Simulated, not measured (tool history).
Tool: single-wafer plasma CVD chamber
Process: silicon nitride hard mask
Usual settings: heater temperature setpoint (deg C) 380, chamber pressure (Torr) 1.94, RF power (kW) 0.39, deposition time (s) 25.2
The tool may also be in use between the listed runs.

| run | hour | heater temperature setpoint (deg C) | chamber pressure (Torr) | RF power (kW) | deposition time (s) | read-back reference wafer on the same gauge, thickness_nm | mean film thickness on the monitor wafer (nm) |
|---|---|---|---|---|---|---|---|
| 1 | 0 | 385 | 1.94 | 0.39 | 25.2 | 40.086 | 35.645 |
| 2 | 30.9 | 390 | 1.94 | 0.39 | 25.2 | 40.103 | 35.676 |
| 3 | 78 | 380 | 1.94 | 0.39 | 25.2 | 40.097 | 35.87 |
| 4 | 232.4 | 380 | 1.94 | 0.39 | 25.2 | 40.055 | 35.668 |
|  | 289.1 | thermocouple changed; heater temperature recalibrated |
|  | 303.7 | RF generator calibrated |
| 5 | 304.2 | 380 | 1.94 | 0.39 | 25.2 | 40.109 | 35.688 |
| 6 | 356.1 | 380 | 1.94 | 0.39 | 25.2 | 40.11 | 35.624 |
| 7 | 414.1 | 380 | 1.94 | 0.39 | 25.2 | 40.126 | 35.488 |
| 8 | 447.5 | 375 | 1.94 | 0.335 | 20.4 | 40.085 | 26.965 |
| 9 | 489.4 | 380 | 1.94 | 0.39 | 25.2 | 40.057 | 35.582 |
|  | 514.5 | capacitance manometer re-zeroed and calibrated |
| 10 | 538.6 | 375 | 1.94 | 0.335 | 20.4 | 40.104 | 27.594 |
|  | 570.7 | showerhead replaced |
| 11 | 579 | 380 | 1.94 | 0.39 | 30.2 | 40.118 | 43.446 |
| 12 | 629.1 | 374 | 1.94 | 0.39 | 25.2 | 40.103 | 36.392 |
| 13 | 673.6 | 380 | 1.94 | 0.39 | 25.2 | 40.096 | 36.201 |
|  | 724.4 | gauge calibrated |
| 14 | 728.9 | 380 | 2.17 | 0.39 | 27.1 | 40.121 | 40.821 |
| 15 | 789.2 | 387 | 1.94 | 0.345 | 25.2 | 40.085 | 34.232 |
| 16 | 849 | 380 | 1.94 | 0.39 | 25.2 | 40.105 | 36.151 |
| 17 | 893.6 | 394 | 1.7 | 0.39 | 29.6 | 40.095 | 39.499 |
| 18 | 922 | 380 | 1.94 | 0.39 | 25.2 | 40.106 | 36.318 |
| 19 | 973 | 380 | 1.94 | 0.42 | 25.2 | 40.1 | 37.337 |
| 20 | 1044 | 387 | 1.94 | 0.42 | 25.2 | 40.114 | 37.297 |
| 21 | 1093.6 | 380 | 1.94 | 0.39 | 25.2 | 40.106 | 36.035 |
| 22 | 1158.9 | 380 | 1.94 | 0.39 | 20.7 | 40.09 | 29.621 |
| 23 | 1191.1 | 380 | 2.37 | 0.465 | 25.2 | 40.123 | 42.162 |
| 24 | 1224.2 | 374 | 1.94 | 0.39 | 27 | 40.1 | 38.821 |
| 25 | 1264.6 | 390 | 1.94 | 0.39 | 23.3 | 40.121 | 33.24 |
| 26 | 1335.2 | 380 | 1.94 | 0.39 | 25.2 | 40.098 | 36.097 |
| 27 | 1365.3 | 380 | 1.71 | 0.315 | 25.2 | 40.104 | 30.833 |
| 28 | 1411.6 | 380 | 1.94 | 0.39 | 25.2 | 40.107 | 36.023 |

Forecast each of these 5 alternatives for the next run:
| A | 1412 | 380 | 1.94 | 0.39 | 25.2 | ? | ? |
| B | 1412 | 367 | 1.94 | 0.35 | 25.2 | ? | ? |
| C | 1412 | 384 | 1.94 | 0.435 | 22.1 | ? | ? |
| D | 1412 | 374 | 1.94 | 0.42 | 27.1 | ? | ? |
| E | 1412 | 376 | 1.94 | 0.39 | 25.2 | ? | ? |

| run | read-back reference wafer on the same gauge, thickness_nm | mean film thickness on the monitor wafer (nm) |
|---|---|---|
| A | 40.085 | 35.936 |
| B | 40.085 | 34.418 |
| C | 40.085 | 32.962 |
| D | 40.085 | 39.944 |
| E | 40.085 | 35.986 |
Without the tool's hidden state the same runs would have given:
| run | mean film thickness on the monitor wafer (nm) |
|---|---|
| A | 36.018 |
| B | 34.497 |
| C | 33.038 |
| D | 40.036 |
| E | 36.069 |
